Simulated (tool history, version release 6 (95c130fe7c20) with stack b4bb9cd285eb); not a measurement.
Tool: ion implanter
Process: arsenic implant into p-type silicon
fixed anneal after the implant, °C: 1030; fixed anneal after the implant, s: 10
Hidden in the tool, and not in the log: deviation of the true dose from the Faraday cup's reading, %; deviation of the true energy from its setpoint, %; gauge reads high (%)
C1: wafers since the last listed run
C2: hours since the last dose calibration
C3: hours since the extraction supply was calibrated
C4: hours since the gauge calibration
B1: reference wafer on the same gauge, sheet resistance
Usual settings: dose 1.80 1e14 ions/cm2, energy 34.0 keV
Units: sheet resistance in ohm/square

Run 1, day 0.000: usual settings; C1 0; C2 651.4; C3 5730.7; C4 582.1; B1 365.04. Result: sheet resistance 394.43 ohm/square.
Run 2, day 1.842: usual settings; C1 558; C2 695.6; C3 5774.9; C4 626.3; B1 364.92. Result: sheet resistance 395.58 ohm/square.
Run 3, day 3.900: usual settings; C1 623; C2 745.0; C3 5824.3; C4 675.7; B1 364.47. Result: sheet resistance 393.31 ohm/square.
Run 4, day 5.938: usual settings but dose 1.45 1e14 ions/cm2; C1 617; C2 793.9; C3 5873.2; C4 724.6; B1 364.27. Result: sheet resistance 466.43 ohm/square.
Run 5, day 7.612: usual settings but dose 1.45 1e14 ions/cm2; C1 507; C2 834.1; C3 5913.4; C4 764.8; B1 365.74. Result: sheet resistance 460.14 ohm/square.
Run 6, day 8.758: usual settings but dose 2.02 1e14 ions/cm2; C1 347; C2 861.6; C3 5940.9; C4 792.3; B1 365.31. Result: sheet resistance 366.65 ohm/square.
Run 7, day 10.188: usual settings; C1 433; C2 895.9; C3 5975.2; C4 826.6; B1 364.61. Result: sheet resistance 398.29 ohm/square.
Run 8, day 12.075: usual settings; C1 572; C2 941.2; C3 6020.5; C4 871.9; B1 365.09. Result: sheet resistance 398.97 ohm/square.
Run 9, day 13.417: usual settings; C1 406; C2 973.4; C3 6052.7; C4 904.1; B1 364.87. Result: sheet resistance 402.12 ohm/square.
Run 10, day 14.846: usual settings; C1 433; C2 1007.7; C3 6087.0; C4 938.4; B1 365.24. Result: sheet resistance 402.56 ohm/square.
Run 11, day 17.146: usual settings but energy 29.5 keV; C1 697; C2 1062.9; C3 6142.2; C4 993.6; B1 364.87. Result: sheet resistance 413.94 ohm/square.
At day 18.358: extraction supply calibrated.
At day 21.375: gauge calibrated.
Run 12, day 23.667: usual settings but energy 25.5 keV; C1 1875; C2 1219.4; C3 127.4; C4 55.0; B1 364.71. Result: sheet resistance 422.13 ohm/square.
Run 13, day 25.038: usual settings but energy 25.5 keV; C1 415; C2 1252.3; C3 160.3; C4 87.9; B1 364.45. Result: sheet resistance 417.74 ohm/square.
Run 14, day 26.662: usual settings but energy 25.5 keV; C1 492; C2 1291.3; C3 199.3; C4 126.9; B1 364.53. Result: sheet resistance 426.71 ohm/square.
Run 15, day 28.196: usual settings; C1 464; C2 1328.1; C3 236.1; C4 163.7; B1 364.93. Result: sheet resistance 405.13 ohm/square.
Run 16, day 29.825: usual settings but energy 30.5 keV; C1 493; C2 1367.2; C3 275.2; C4 202.8; B1 365.05. Result: sheet resistance 412.12 ohm/square.
Run 17, day 30.896: usual settings but dose 1.49 1e14 ions/cm2, energy 42.0 keV; C1 324; C2 1392.9; C3 300.9; C4 228.5; B1 365.70. Result: sheet resistance 446.57 ohm/square.
Run 18, day 32.383: usual settings but dose 2.28 1e14 ions/cm2, energy 38.0 keV; C1 450; C2 1428.6; C3 336.6; C4 264.2; B1 365.31. Result: sheet resistance 335.27 ohm/square.
Run 19, day 36.638: usual settings but dose 2.00 1e14 ions/cm2, energy 29.5 keV; C1 1289; C2 1530.7; C3 438.7; C4 366.3; B1 365.17. Result: sheet resistance 386.40 ohm/square.
At day 37.138: Faraday cup replaced and dose calibrated.
Run 20, day 38.350: usual settings but dose 1.39 1e14 ions/cm2, energy 44.0 keV; C1 418; C2 29.1; C3 479.8; C4 407.4; B1 365.20. Result: sheet resistance 457.09 ohm/square.
Run 21, day 43.375: usual settings but dose 2.07 1e14 ions/cm2, energy 25.0 keV; C1 1523; C2 149.7; C3 600.4; C4 528.0; B1 365.17. Result: sheet resistance 374.59 ohm/square.
Run 22, day 45.350: usual settings but dose 2.13 1e14 ions/cm2, energy 42.0 keV; C1 598; C2 197.1; C3 647.8; C4 575.4; B1 364.97. Result: sheet resistance 342.80 ohm/square.
Run 23, day 46.950: usual settings but dose 2.15 1e14 ions/cm2, energy 38.0 keV; C1 484; C2 235.5; C3 686.2; C4 613.8; B1 365.18. Result: sheet resistance 344.69 ohm/square.
Run 24, day 49.562: usual settings but dose 2.13 1e14 ions/cm2, energy 29.5 keV; C1 791; C2 298.2; C3 748.9; C4 676.5; B1 365.46. Result: sheet resistance 359.41 ohm/square.
Run 25, day 52.200: usual settings but dose 2.11 1e14 ions/cm2, energy 30.0 keV; C1 799; C2 361.5; C3 812.2; C4 739.8; B1 366.06. Result: sheet resistance 358.44 ohm/square.
Run 26, day 53.438: usual settings; C1 375; C2 391.2; C3 841.9; C4 769.5; B1 364.89. Result: sheet resistance 393.47 ohm/square.
Run 27, day 56.054: usual settings but dose 2.33 1e14 ions/cm2, energy 26.5 keV; C1 793; C2 454.0; C3 904.7; C4 832.3; B1 365.45. Result: sheet resistance 342.59 ohm/square.
Run 28, day 58.104: usual settings but dose 2.02 1e14 ions/cm2, energy 39.0 keV; C1 621; C2 503.2; C3 953.9; C4 881.5; B1 365.18. Result: sheet resistance 359.78 ohm/square.
Run 29, day 61.075: usual settings; C1 900; C2 574.5; C3 1025.2; C4 952.8; B1 365.30. Result: sheet resistance 399.55 ohm/square.

5 ways to go on from here, each from the tool as it stands after run 29. What would each give?
Run A, day 61.092: usual settings; C1 5; C2 574.9; C3 1025.6; C4 953.2; B1 ?. Result: sheet resistance ?.
Run B, day 61.092: usual settings but dose 2.31 1e14 ions/cm2, energy 29.5 keV; C1 5; C2 574.9; C3 1025.6; C4 953.2; B1 ?. Result: sheet resistance ?.
Run C, day 61.092: usual settings but dose 1.64 1e14 ions/cm2; C1 5; C2 574.9; C3 1025.6; C4 953.2; B1 ?. Result: sheet resistance ?.
Run D, day 61.092: usual settings but dose 1.52 1e14 ions/cm2; C1 5; C2 574.9; C3 1025.6; C4 953.2; B1 ?. Result: sheet resistance ?.
Run E, day 61.092: usual settings but dose 1.48 1e14 ions/cm2, energy 23.0 keV; C1 5; C2 574.9; C3 1025.6; C4 953.2; B1 ?. Result: sheet resistance ?.

run      B1  sheet resistance
  A  365.21            397.81
  B  365.21            339.04
  C  365.21            425.14
  D  365.21            448.61
  E  365.21            487.60
Without the tool's hidden state the same runs would have given:
run  sheet resistance
  A            395.08
  B            336.64
  C            422.25
  D            445.59
  E            484.22

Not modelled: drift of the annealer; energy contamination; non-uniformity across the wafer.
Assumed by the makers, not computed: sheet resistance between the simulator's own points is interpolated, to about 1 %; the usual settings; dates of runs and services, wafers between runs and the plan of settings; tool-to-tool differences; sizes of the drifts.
